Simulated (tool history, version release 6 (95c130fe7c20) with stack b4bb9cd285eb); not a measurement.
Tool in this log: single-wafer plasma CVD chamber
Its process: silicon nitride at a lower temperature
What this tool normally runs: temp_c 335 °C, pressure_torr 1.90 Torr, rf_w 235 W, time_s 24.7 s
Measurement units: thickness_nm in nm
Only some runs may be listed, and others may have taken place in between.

run   hour  temp_c  pressure_torr  rf_w  time_s  wafers since the last listed run  hours since the last thermocouple change  hours since the last RF generator calibration  hours since the last manometer calibration  hours since the showerhead was replaced  hours since the gauge calibration  read-back reference wafer on the same gauge, thickness_nm  thickness_nm
  1    0.0     335           2.14   235    24.7                                 0                                    1927.0                                         1511.1                                      1607.8                                   4109.2                              210.8                                                     26.598        27.386
  2   23.0     335           2.14   235    24.7                               472                                    1950.0                                         1534.1                                      1630.8                                   4132.2                              233.8                                                     26.591        27.109
  3   56.1     335           2.14   235    24.7                               680                                    1983.1                                         1567.2                                      1663.9                                   4165.3                              266.9                                                     26.619        27.141
  4   80.2     335           1.90   235    24.7                               495                                    2007.2                                         1591.3                                      1688.0                                   4189.4                              291.0                                                     26.566        26.986
  5  115.3     335           1.90   235    24.7                               721                                    2042.3                                         1626.4                                      1723.1                                   4224.5                              326.1                                                     26.553        26.799
     135.4  -- gauge calibrated
     149.9  -- showerhead replaced
  6  150.4     335           1.90   235    24.7                               556                                    2077.4                                         1661.5                                      1758.2                                      0.5                               15.0                                                     26.960        27.167
     167.0  -- thermocouple changed; heater temperature recalibrated
  7  167.5     335           1.90   235    24.7                               186                                       0.5                                         1678.6                                      1775.3                                     17.6                               32.1                                                     26.910        27.124
  8  187.3     335           1.52   200    24.7                               406                                      20.3                                         1698.4                                      1795.1                                     37.4                               51.9                                                     26.830        23.204
  9  208.7     335           1.90   245    24.7                               439                                      41.7                                         1719.8                                      1816.5                                     58.8                               73.3                                                     26.825        27.806
 10  226.3     335           1.90   235    24.7                               361                                      59.3                                         1737.4                                      1834.1                                     76.4                               90.9                                                     26.769        26.942
     239.5  -- capacitance manometer re-zeroed and calibrated
 11  248.4     335           1.90   205    24.7                               289                                      81.4                                         1759.5                                         8.9                                     98.5                              113.0                                                     26.776        24.203
     266.6  -- RF generator calibrated
 12  267.1     335           2.22   235    24.7                               219                                     100.1                                            0.5                                        27.6                                    117.2                              131.7                                                     26.709        27.517
 13  286.2     335           1.68   195    24.7                               392                                     119.2                                           19.6                                        46.7                                    136.3                              150.8                                                     26.715        22.755
 14  312.3     325           1.61   210    27.3                               536                                     145.3                                           45.7                                        72.8                                    162.4                              176.9                                                     26.660        26.819
 15  344.4     335           2.22   235    24.7                               659                                     177.4                                           77.8                                       104.9                                    194.5                              209.0                                                     26.642        27.406

Each row is a separate what-if for the run after 15, all from the same tool condition, not one after another. Results?
  A  344.8     335           2.04   235    24.7                                 8                                     177.8                                           78.2                                       105.3                                    194.9                              209.4                                                          ?             ?
  B  344.8     335           1.90   235    28.0                                 8                                     177.8                                           78.2                                       105.3                                    194.9                              209.4                                                          ?             ?
  C  344.8     335           2.17   235    24.7                                 8                                     177.8                                           78.2                                       105.3                                    194.9                              209.4                                                          ?             ?
  D  344.8     350           1.76   235    22.6                                 8                                     177.8                                           78.2                                       105.3                                    194.9                              209.4                                                          ?             ?

run  read-back reference wafer on the same gauge, thickness_nm  thickness_nm
  A                                                     26.658        27.013
  B                                                     26.658        30.319
  C                                                     26.658        27.238
  D                                                     26.658        24.118
Take away the tool's hidden state, keep each run's random variation, and the runs would have read:
run  thickness_nm
  A        27.359
  B        30.707
  C        27.587
  D        24.427
